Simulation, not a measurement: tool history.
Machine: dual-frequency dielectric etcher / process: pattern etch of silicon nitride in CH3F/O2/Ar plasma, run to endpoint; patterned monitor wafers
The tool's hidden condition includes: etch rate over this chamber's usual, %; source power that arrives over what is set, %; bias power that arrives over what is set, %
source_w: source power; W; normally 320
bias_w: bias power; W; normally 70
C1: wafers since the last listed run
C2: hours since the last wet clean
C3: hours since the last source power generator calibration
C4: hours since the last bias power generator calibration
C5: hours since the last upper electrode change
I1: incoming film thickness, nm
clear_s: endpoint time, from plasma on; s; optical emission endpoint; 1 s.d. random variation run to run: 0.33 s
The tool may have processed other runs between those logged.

{"run": 1, "hour": 0.0, "source_w": 350, "bias_w": 70, "C1": 0, "C2": 241.2, "C3": 3401.9, "C4": 3227.4, "C5": 3287, "I1": 32.36, "clear_s": 53.2}
{"run": 2, "hour": 23.7, "source_w": 320, "bias_w": 81, "C1": 278, "C2": 264.9, "C3": 3425.6, "C4": 3251.1, "C5": 3310.7, "I1": 32.57, "clear_s": 51.8}
{"run": 3, "hour": 36.0, "source_w": 320, "bias_w": 81, "C1": 144, "C2": 277.2, "C3": 3437.9, "C4": 3263.4, "C5": 3323, "I1": 32.43, "clear_s": 51.1}
{"run": 4, "hour": 54.4, "source_w": 320, "bias_w": 81, "C1": 216, "C2": 295.6, "C3": 3456.3, "C4": 3281.8, "C5": 3341.4, "I1": 32.89, "clear_s": 52.3}
{"run": 5, "hour": 88.0, "source_w": 320, "bias_w": 70, "C1": 395, "C2": 329.2, "C3": 3489.9, "C4": 3315.4, "C5": 3375, "I1": 32.58, "clear_s": 54.8}
{"run": 6, "hour": 111.3, "source_w": 320, "bias_w": 70, "C1": 274, "C2": 352.5, "C3": 3513.2, "C4": 3338.7, "C5": 3398.3, "I1": 32.37, "clear_s": 54.9}
{"run": 7, "hour": 141.6, "source_w": 320, "bias_w": 70, "C1": 356, "C2": 382.8, "C3": 3543.5, "C4": 3369, "C5": 3428.6, "I1": 32.44, "clear_s": 55.3}
{"run": 8, "hour": 163.6, "source_w": 320, "bias_w": 84, "C1": 258, "C2": 404.8, "C3": 3565.5, "C4": 3391, "C5": 3450.6, "I1": 32.77, "clear_s": 51.4}
{"hour": 193.5, "done": "bias power generator calibrated"}
{"run": 9, "hour": 194.0, "source_w": 320, "bias_w": 84, "C1": 310, "C2": 435.2, "C3": 3595.9, "C4": 0.5, "C5": 3481, "I1": 32.46, "clear_s": 50.3}
{"run": 10, "hour": 221.8, "source_w": 320, "bias_w": 84, "C1": 327, "C2": 463, "C3": 3623.7, "C4": 28.3, "C5": 3508.8, "I1": 32.19, "clear_s": 49.9}
{"run": 11, "hour": 234.0, "source_w": 320, "bias_w": 70, "C1": 143, "C2": 475.2, "C3": 3635.9, "C4": 40.5, "C5": 3521, "I1": 32.71, "clear_s": 54.7}
{"run": 12, "hour": 251.5, "source_w": 320, "bias_w": 70, "C1": 205, "C2": 492.7, "C3": 3653.4, "C4": 58, "C5": 3538.5, "I1": 32.15, "clear_s": 54.4}
{"run": 13, "hour": 264.3, "source_w": 320, "bias_w": 70, "C1": 150, "C2": 505.5, "C3": 3666.2, "C4": 70.8, "C5": 3551.3, "I1": 32.72, "clear_s": 54.7}
{"hour": 297.2, "done": "wet clean of the chamber"}
{"run": 14, "hour": 297.7, "source_w": 320, "bias_w": 70, "C1": 110, "C2": 0.5, "C3": 3699.6, "C4": 104.2, "C5": 3584.7, "I1": 32.4, "clear_s": 54.6}
{"run": 15, "hour": 312.7, "source_w": 320, "bias_w": 61, "C1": 176, "C2": 15.5, "C3": 3714.6, "C4": 119.2, "C5": 3599.7, "I1": 32.57, "clear_s": 58.9}
{"run": 16, "hour": 337.1, "source_w": 350, "bias_w": 86, "C1": 287, "C2": 39.9, "C3": 3739, "C4": 143.6, "C5": 3624.1, "I1": 32.42, "clear_s": 48.7}
{"hour": 374.1, "done": "upper electrode replaced"}
{"run": 17, "hour": 374.6, "source_w": 320, "bias_w": 70, "C1": 158, "C2": 77.4, "C3": 3776.5, "C4": 181.1, "C5": 0.5, "I1": 32.62, "clear_s": 55.1}
{"hour": 379.6, "done": "source power generator calibrated"}
{"run": 18, "hour": 384.8, "source_w": 320, "bias_w": 85, "C1": 72, "C2": 87.6, "C3": 5.2, "C4": 191.3, "C5": 10.7, "I1": 32.99, "clear_s": 51.2}
{"run": 19, "hour": 405.1, "source_w": 320, "bias_w": 88, "C1": 238, "C2": 107.9, "C3": 25.5, "C4": 211.6, "C5": 31, "I1": 32.7, "clear_s": 49.4}
{"run": 20, "hour": 421.2, "source_w": 320, "bias_w": 70, "C1": 189, "C2": 124, "C3": 41.6, "C4": 227.7, "C5": 47.1, "I1": 32.66, "clear_s": 55.3}
{"run": 21, "hour": 445.6, "source_w": 340, "bias_w": 55, "C1": 287, "C2": 148.4, "C3": 66, "C4": 252.1, "C5": 71.5, "I1": 32.83, "clear_s": 61.5}
{"run": 22, "hour": 467.5, "source_w": 400, "bias_w": 78, "C1": 257, "C2": 170.3, "C3": 87.9, "C4": 274, "C5": 93.4, "I1": 32.21, "clear_s": 48.7}
{"run": 23, "hour": 484.0, "source_w": 250, "bias_w": 60, "C1": 194, "C2": 186.8, "C3": 104.4, "C4": 290.5, "C5": 109.9, "I1": 32.8, "clear_s": 62.5}
{"run": 24, "hour": 514.8, "source_w": 320, "bias_w": 70, "C1": 362, "C2": 217.6, "C3": 135.2, "C4": 321.3, "C5": 140.7, "I1": 32.73, "clear_s": 55.4}
{"run": 25, "hour": 532.3, "source_w": 380, "bias_w": 88, "C1": 205, "C2": 235.1, "C3": 152.7, "C4": 338.8, "C5": 158.2, "I1": 32.39, "clear_s": 47.3}
{"run": 26, "hour": 550.9, "source_w": 290, "bias_w": 65, "C1": 218, "C2": 253.7, "C3": 171.3, "C4": 357.4, "C5": 176.8, "I1": 32.53, "clear_s": 58.1}
{"run": 27, "hour": 577.5, "source_w": 260, "bias_w": 77, "C1": 312, "C2": 280.3, "C3": 197.9, "C4": 384, "C5": 203.4, "I1": 32.64, "clear_s": 55.8}
{"run": 28, "hour": 592.6, "source_w": 380, "bias_w": 59, "C1": 177, "C2": 295.4, "C3": 213, "C4": 399.1, "C5": 218.5, "I1": 32.69, "clear_s": 56.2}
{"run": 29, "hour": 610.2, "source_w": 390, "bias_w": 80, "C1": 207, "C2": 313, "C3": 230.6, "C4": 416.7, "C5": 236.1, "I1": 32.7, "clear_s": 49.1}
{"run": 30, "hour": 633.6, "source_w": 320, "bias_w": 60, "C1": 275, "C2": 336.4, "C3": 254, "C4": 440.1, "C5": 259.5, "I1": 32.69, "clear_s": 59.8}
{"run": 31, "hour": 668.2, "source_w": 320, "bias_w": 70, "C1": 407, "C2": 371, "C3": 288.6, "C4": 474.7, "C5": 294.1, "I1": 32.55, "clear_s": 55.3}
{"run": 32, "hour": 687.9, "source_w": 270, "bias_w": 65, "C1": 231, "C2": 390.7, "C3": 308.3, "C4": 494.4, "C5": 313.8, "I1": 32.77, "clear_s": 59.5}
{"run": 33, "hour": 702.3, "source_w": 340, "bias_w": 75, "C1": 169, "C2": 405.1, "C3": 322.7, "C4": 508.8, "C5": 328.2, "I1": 32.47, "clear_s": 52.6}
{"run": 34, "hour": 730.6, "source_w": 280, "bias_w": 77, "C1": 332, "C2": 433.4, "C3": 351, "C4": 537.1, "C5": 356.5, "I1": 32.58, "clear_s": 54.4}
{"run": 35, "hour": 745.0, "source_w": 320, "bias_w": 85, "C1": 169, "C2": 447.8, "C3": 365.4, "C4": 551.5, "C5": 370.9, "I1": 32.26, "clear_s": 49.8}

Branching from run 35: 5 alternative next runs. What would each branch give?
{"run": "A", "hour": 745.4, "source_w": 320, "bias_w": 70, "C1": 4, "C2": 448.2, "C3": 365.8, "C4": 551.9, "C5": 371.3, "I1": 33.07, "clear_s": "?"}
{"run": "B", "hour": 745.4, "source_w": 390, "bias_w": 61, "C1": 4, "C2": 448.2, "C3": 365.8, "C4": 551.9, "C5": 371.3, "I1": 33.07, "clear_s": "?"}
{"run": "C", "hour": 745.4, "source_w": 270, "bias_w": 70, "C1": 4, "C2": 448.2, "C3": 365.8, "C4": 551.9, "C5": 371.3, "I1": 33.07, "clear_s": "?"}
{"run": "D", "hour": 745.4, "source_w": 320, "bias_w": 62, "C1": 4, "C2": 448.2, "C3": 365.8, "C4": 551.9, "C5": 371.3, "I1": 33.07, "clear_s": "?"}
{"run": "E", "hour": 745.4, "source_w": 260, "bias_w": 62, "C1": 4, "C2": 448.2, "C3": 365.8, "C4": 551.9, "C5": 371.3, "I1": 33.07, "clear_s": "?"}

run=A clear_s=56.1
run=B clear_s=56.6
run=C clear_s=58.5
run=D clear_s=59.2
run=E clear_s=62.4
Take away the tool's hidden state, keep each run's random variation, and the runs would have read:
run=A clear_s=56.1
run=B clear_s=56.6
run=C clear_s=58.5
run=D clear_s=59.2
run=E clear_s=62.4
